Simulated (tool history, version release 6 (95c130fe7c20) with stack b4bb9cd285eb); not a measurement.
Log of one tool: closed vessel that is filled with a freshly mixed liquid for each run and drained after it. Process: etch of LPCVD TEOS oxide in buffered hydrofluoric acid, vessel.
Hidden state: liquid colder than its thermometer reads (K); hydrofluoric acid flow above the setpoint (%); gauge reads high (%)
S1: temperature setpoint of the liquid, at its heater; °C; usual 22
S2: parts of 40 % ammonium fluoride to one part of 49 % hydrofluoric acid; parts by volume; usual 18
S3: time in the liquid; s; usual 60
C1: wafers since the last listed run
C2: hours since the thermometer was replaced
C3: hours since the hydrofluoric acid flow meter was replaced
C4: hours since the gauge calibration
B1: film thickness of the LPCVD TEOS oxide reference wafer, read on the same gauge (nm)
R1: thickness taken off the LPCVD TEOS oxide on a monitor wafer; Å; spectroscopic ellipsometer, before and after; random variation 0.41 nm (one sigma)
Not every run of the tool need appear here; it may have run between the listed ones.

| run | hour | S1 | S2 | S3 | C1 | C2 | C3 | C4 | B1 | R1 |
|---|---|---|---|---|---|---|---|---|---|---|
| 1 | 0 | 22 | 22.5 | 60 | 0 | 1814 | 1483.6 | 330.1 | 70.01 | 410.7 |
| 2 | 14.9 | 22 | 22.5 | 60 | 1078 | 1828.9 | 1498.5 | 345 | 70 | 404.9 |
| 3 | 26.2 | 22 | 18 | 70 | 818 | 1840.2 | 1509.8 | 356.3 | 70.01 | 570 |
| 4 | 37.8 | 22 | 18 | 70 | 839 | 1851.8 | 1521.4 | 367.9 | 70.02 | 571.2 |
|  | 46.5 | hydrofluoric acid flow meter replaced |
| 5 | 52.7 | 22 | 18 | 60 | 1006 | 1866.7 | 6.2 | 382.8 | 69.99 | 483.6 |
| 6 | 63.3 | 22 | 18 | 60 | 767 | 1877.3 | 16.8 | 393.4 | 69.97 | 484.8 |
| 7 | 78.5 | 22 | 18 | 60 | 1100 | 1892.5 | 32 | 408.6 | 69.99 | 485 |
| 8 | 90.9 | 22 | 16.5 | 50 | 897 | 1904.9 | 44.4 | 421 | 70 | 442.3 |
| 9 | 103 | 22 | 16.5 | 50 | 876 | 1917 | 56.5 | 433.1 | 70.01 | 438 |
| 10 | 119.5 | 21 | 18 | 60 | 1194 | 1933.5 | 73 | 449.6 | 69.98 | 455.2 |
| 11 | 132.8 | 22 | 12.5 | 45 | 963 | 1946.8 | 86.3 | 462.9 | 69.99 | 513.8 |
| 12 | 139.1 | 22 | 18 | 60 | 456 | 1953.1 | 92.6 | 469.2 | 69.98 | 487.8 |
| 13 | 155.4 | 24.5 | 18 | 90 | 1180 | 1969.4 | 108.9 | 485.5 | 70 | 834.7 |
| 14 | 163.9 | 22 | 12 | 60 | 615 | 1977.9 | 117.4 | 494 | 69.98 | 723.2 |
| 15 | 178.1 | 26.5 | 18 | 80 | 1028 | 1992.1 | 131.6 | 508.2 | 70.02 | 839.4 |
|  | 183.7 | thermometer replaced |
| 16 | 192 | 25 | 18 | 60 | 934 | 8.3 | 145.5 | 522.1 | 69.98 | 677.7 |
|  | 215.8 | gauge calibrated |
| 17 | 225.6 | 22 | 18 | 60 | 2432 | 41.9 | 179.1 | 9.8 | 69.99 | 576.5 |
| 18 | 237.1 | 26 | 18 | 60 | 832 | 53.4 | 190.6 | 21.3 | 70.02 | 729.6 |
| 19 | 251.2 | 17.5 | 15.5 | 30 | 1020 | 67.5 | 204.7 | 35.4 | 70.01 | 255.7 |
| 20 | 266.2 | 18.5 | 18 | 90 | 1086 | 82.5 | 219.7 | 50.4 | 69.98 | 702.9 |
| 21 | 272.3 | 22 | 13.5 | 30 | 441 | 88.6 | 225.8 | 56.5 | 70 | 383.2 |
| 22 | 285.6 | 23.5 | 20 | 70 | 963 | 101.9 | 239.1 | 69.8 | 69.99 | 651 |
| 23 | 296.5 | 22 | 18 | 60 | 789 | 112.8 | 250 | 80.7 | 69.98 | 576.2 |
| 24 | 304.2 | 18.5 | 18 | 60 | 557 | 120.5 | 257.7 | 88.4 | 70 | 469.9 |
| 25 | 316 | 18.5 | 18 | 90 | 854 | 132.3 | 269.5 | 100.2 | 70 | 700.1 |
| 26 | 331.3 | 19 | 18 | 80 | 1107 | 147.6 | 284.8 | 115.5 | 70 | 650.3 |
| 27 | 339.9 | 22 | 15.5 | 60 | 622 | 156.2 | 293.4 | 124.1 | 70.03 | 666.7 |
| 28 | 347.2 | 22 | 21.5 | 60 | 528 | 163.5 | 300.7 | 131.4 | 69.99 | 490.4 |
| 29 | 360.2 | 22 | 18 | 60 | 941 | 176.5 | 313.7 | 144.4 | 70.03 | 565.4 |
| 30 | 375.7 | 20.5 | 14.5 | 75 | 1122 | 192 | 329.2 | 159.9 | 70.01 | 802.6 |
| 31 | 393.4 | 22 | 14 | 60 | 1281 | 209.7 | 346.9 | 177.6 | 69.99 | 734.9 |
| 32 | 408.3 | 24 | 14.5 | 30 | 1078 | 224.6 | 361.8 | 192.5 | 70.01 | 389.4 |

Measured less the same run without the tool's hidden state. The same run-to-run variation is in both; the gauge's scatter may not be:
| run | R1 |
|---|---|
| 1 | -75.7 |
| 2 | -75.2 |
| 3 | -106.5 |
| 4 | -107.4 |
| 5 | -91.6 |
| 6 | -92.1 |
| 7 | -93.2 |
| 8 | -85.3 |
| 9 | -85 |
| 10 | -89.9 |
| 11 | -101 |
| 12 | -96.4 |
| 13 | -163.6 |
| 14 | -144.6 |
| 15 | -163.9 |
| 16 | -1.1 |
| 17 | -2.6 |
| 18 | -3.5 |
| 19 | -1.6 |
| 20 | -5.2 |
| 21 | -3 |
| 22 | -5.7 |
| 23 | -5.7 |
| 24 | -5.1 |
| 25 | -8.4 |
| 26 | -8.5 |
| 27 | -9 |
| 28 | -6.8 |
| 29 | -8.5 |
| 30 | -13.1 |
| 31 | -13.1 |
| 32 | -7.3 |
